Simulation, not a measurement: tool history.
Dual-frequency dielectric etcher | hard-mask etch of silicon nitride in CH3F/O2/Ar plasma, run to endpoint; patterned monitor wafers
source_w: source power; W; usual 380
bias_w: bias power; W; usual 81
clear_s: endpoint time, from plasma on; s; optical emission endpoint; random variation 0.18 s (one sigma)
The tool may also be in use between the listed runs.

run	hour	source_w	bias_w	incoming incoming film thickness, nm	clear_s
1	0	380	81	42.63	60.8
2	7.6	380	81	42.92	61.4
3	17.5	380	81	43.09	61.6
4	30.4	380	81	42.68	61.1
5	46.5	380	81	42.68	61.2
6	58.5	380	81	42.97	61.7
7	75.5	380	81	43.18	62.3
8	92.3	380	81	43.07	62.2
9	98.8	380	81	43.3	62.4
10	110.4	380	81	42.94	61.8
11	126.9	380	81	43.3	62.7
12	144.9	460	68	42.99	61.8
13	151	460	68	43.34	62.5
14	158.2	380	81	43.2	62.7
15	169	380	81	43.44	63.3
16	176.9	380	67	43.23	66.7
17	192.4	320	65	42.71	70.2
18	206.6	410	65	43.22	66
19	215	280	72	43.12	71.4
20	274.8	420	67	42.91	61.8
21	275.1	460	93	42.77	54.3
22	275.5	310	65	42.82	68.5
23	275.8	480	63	42.82	60.4
24	277.8	380	81	42.7	59.8
25	290.2	420	93	42.79	55.9
26	297	380	81	43.32	61
27	305.8	350	68	43.06	65.7
28	316.3	340	98	43.17	59.3
29	325.1	380	81	43.04	60.5
30	335.6	380	89	43.06	58.4
31	353.2	470	88	42.65	55
32	364.9	430	93	43.32	56.3

Taken out of this log: 4 entries between the listed runs. Where each belongs, and how the hidden state differs across it:
Between runs 19 and 20: source power generator calibrated (hour 226.2); bias power generator calibrated (hour 230.5); upper electrode replaced (hour 254.6); wet clean of the chamber (hour 274.3)
  etch rate over this chamber's usual, %: -4.1 -> -0.155
  measured less the result without the state, clear_s: +3 -> +0.1 s
